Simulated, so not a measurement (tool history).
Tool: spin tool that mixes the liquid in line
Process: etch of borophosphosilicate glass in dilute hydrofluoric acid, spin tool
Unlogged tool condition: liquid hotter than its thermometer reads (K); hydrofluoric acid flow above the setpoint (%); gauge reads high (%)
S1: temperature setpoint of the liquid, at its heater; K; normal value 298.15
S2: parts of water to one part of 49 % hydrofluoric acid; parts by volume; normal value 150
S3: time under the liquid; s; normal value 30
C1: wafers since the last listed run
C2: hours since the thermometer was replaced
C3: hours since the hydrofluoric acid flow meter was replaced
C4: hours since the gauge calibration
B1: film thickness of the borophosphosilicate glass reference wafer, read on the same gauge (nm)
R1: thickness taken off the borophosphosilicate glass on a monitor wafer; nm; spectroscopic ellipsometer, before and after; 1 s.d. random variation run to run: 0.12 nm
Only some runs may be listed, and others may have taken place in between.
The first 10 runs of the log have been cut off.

{"run": 11, "hour": 921.4, "S1": 300.65, "S2": 150, "S3": 30, "C1": 2099, "C2": 1693.0, "C3": 350.3, "C4": 389.9, "B1": 80.02, "R1": 15.94}
{"run": 12, "hour": 1024.6, "S1": 301.65, "S2": 130, "S3": 25, "C1": 2057, "C2": 1796.2, "C3": 453.5, "C4": 493.1, "B1": 80.02, "R1": 16.43}
{"run": 13, "hour": 1125.3, "S1": 298.15, "S2": 150, "S3": 30, "C1": 2007, "C2": 1896.9, "C3": 554.2, "C4": 593.8, "B1": 80.0, "R1": 14.67}
{"hour": 1351.8, "done": "hydrofluoric acid flow meter replaced"}
{"run": 14, "hour": 1397.9, "S1": 294.65, "S2": 150, "S3": 30, "C1": 5413, "C2": 2169.5, "C3": 46.1, "C4": 866.4, "B1": 80.01, "R1": 12.27}
{"run": 15, "hour": 1491.0, "S1": 295.65, "S2": 75, "S3": 20, "C1": 1855, "C2": 2262.6, "C3": 139.2, "C4": 959.5, "B1": 80.02, "R1": 18.71}
{"run": 16, "hour": 1533.5, "S1": 298.15, "S2": 185, "S3": 20, "C1": 847, "C2": 2305.1, "C3": 181.7, "C4": 1002.0, "B1": 79.98, "R1": 7.44}
{"run": 17, "hour": 1571.1, "S1": 299.65, "S2": 190, "S3": 25, "C1": 749, "C2": 2342.7, "C3": 219.3, "C4": 1039.6, "B1": 80.01, "R1": 9.49}
{"run": 18, "hour": 1660.1, "S1": 293.15, "S2": 150, "S3": 30, "C1": 1774, "C2": 2431.7, "C3": 308.3, "C4": 1128.6, "B1": 80.0, "R1": 11.92}
{"run": 19, "hour": 1761.2, "S1": 298.15, "S2": 150, "S3": 30, "C1": 2015, "C2": 2532.8, "C3": 409.4, "C4": 1229.7, "B1": 79.99, "R1": 14.57}
{"run": 20, "hour": 1849.0, "S1": 302.15, "S2": 210, "S3": 30, "C1": 1750, "C2": 2620.6, "C3": 497.2, "C4": 1317.5, "B1": 79.99, "R1": 11.33}
{"hour": 1887.3, "done": "thermometer replaced"}
{"run": 21, "hour": 1944.7, "S1": 298.15, "S2": 150, "S3": 30, "C1": 1887, "C2": 57.4, "C3": 592.9, "C4": 1413.2, "B1": 79.99, "R1": 14.61}
{"run": 22, "hour": 1997.2, "S1": 300.15, "S2": 110, "S3": 25, "C1": 1046, "C2": 109.9, "C3": 645.4, "C4": 1465.7, "B1": 80.03, "R1": 19.1}
{"run": 23, "hour": 2071.4, "S1": 298.15, "S2": 150, "S3": 30, "C1": 1479, "C2": 184.1, "C3": 719.6, "C4": 1539.9, "B1": 80.01, "R1": 14.81}
{"hour": 2100.7, "done": "hydrofluoric acid flow meter replaced"}
{"run": 24, "hour": 2123.9, "S1": 294.65, "S2": 150, "S3": 40, "C1": 1026, "C2": 236.6, "C3": 23.2, "C4": 1592.4, "B1": 80.01, "R1": 16.3}
{"run": 25, "hour": 2211.2, "S1": 295.65, "S2": 225, "S3": 35, "C1": 1740, "C2": 323.9, "C3": 110.5, "C4": 1679.7, "B1": 79.97, "R1": 9.37}
{"run": 26, "hour": 2313.9, "S1": 302.15, "S2": 210, "S3": 30, "C1": 2047, "C2": 426.6, "C3": 213.2, "C4": 1782.4, "B1": 79.99, "R1": 10.97}
{"run": 27, "hour": 2400.8, "S1": 298.15, "S2": 150, "S3": 30, "C1": 1732, "C2": 513.5, "C3": 300.1, "C4": 1869.3, "B1": 79.97, "R1": 14.32}
{"run": 28, "hour": 2470.0, "S1": 298.15, "S2": 150, "S3": 30, "C1": 1379, "C2": 582.7, "C3": 369.3, "C4": 1938.5, "B1": 80.02, "R1": 14.59}
{"run": 29, "hour": 2516.4, "S1": 298.15, "S2": 150, "S3": 30, "C1": 924, "C2": 629.1, "C3": 415.7, "C4": 1984.9, "B1": 79.97, "R1": 14.39}
{"run": 30, "hour": 2563.3, "S1": 298.15, "S2": 130, "S3": 30, "C1": 934, "C2": 676.0, "C3": 462.6, "C4": 2031.8, "B1": 80.0, "R1": 17.28}
{"run": 31, "hour": 2660.1, "S1": 293.65, "S2": 200, "S3": 30, "C1": 1929, "C2": 772.8, "C3": 559.4, "C4": 2128.6, "B1": 79.97, "R1": 8.75}

Forecast each of these 5 alternatives for the next run:
{"run": "A", "hour": 2660.5, "S1": 303.15, "S2": 150, "S3": 30, "C1": 7, "C2": 773.2, "C3": 559.8, "C4": 2129.0, "B1": "?", "R1": "?"}
{"run": "B", "hour": 2660.5, "S1": 294.65, "S2": 150, "S3": 15, "C1": 7, "C2": 773.2, "C3": 559.8, "C4": 2129.0, "B1": "?", "R1": "?"}
{"run": "C", "hour": 2660.5, "S1": 295.65, "S2": 95, "S3": 45, "C1": 7, "C2": 773.2, "C3": 559.8, "C4": 2129.0, "B1": "?", "R1": "?"}
{"run": "D", "hour": 2660.5, "S1": 301.15, "S2": 125, "S3": 20, "C1": 7, "C2": 773.2, "C3": 559.8, "C4": 2129.0, "B1": "?", "R1": "?"}
{"run": "E", "hour": 2660.5, "S1": 300.15, "S2": 150, "S3": 15, "C1": 7, "C2": 773.2, "C3": 559.8, "C4": 2129.0, "B1": "?", "R1": "?"}

run=A B1=80.01 R1=17.68
run=B B1=80.01 R1=6.41
run=C B1=80.01 R1=33.57
run=D B1=80.01 R1=13.55
run=E B1=80.01 R1=7.92
Take away the tool's hidden state, keep each run's random variation, and the runs would have read:
run=A R1=16.78
run=B R1=6.10
run=C R1=31.98
run=D R1=12.89
run=E R1=7.52
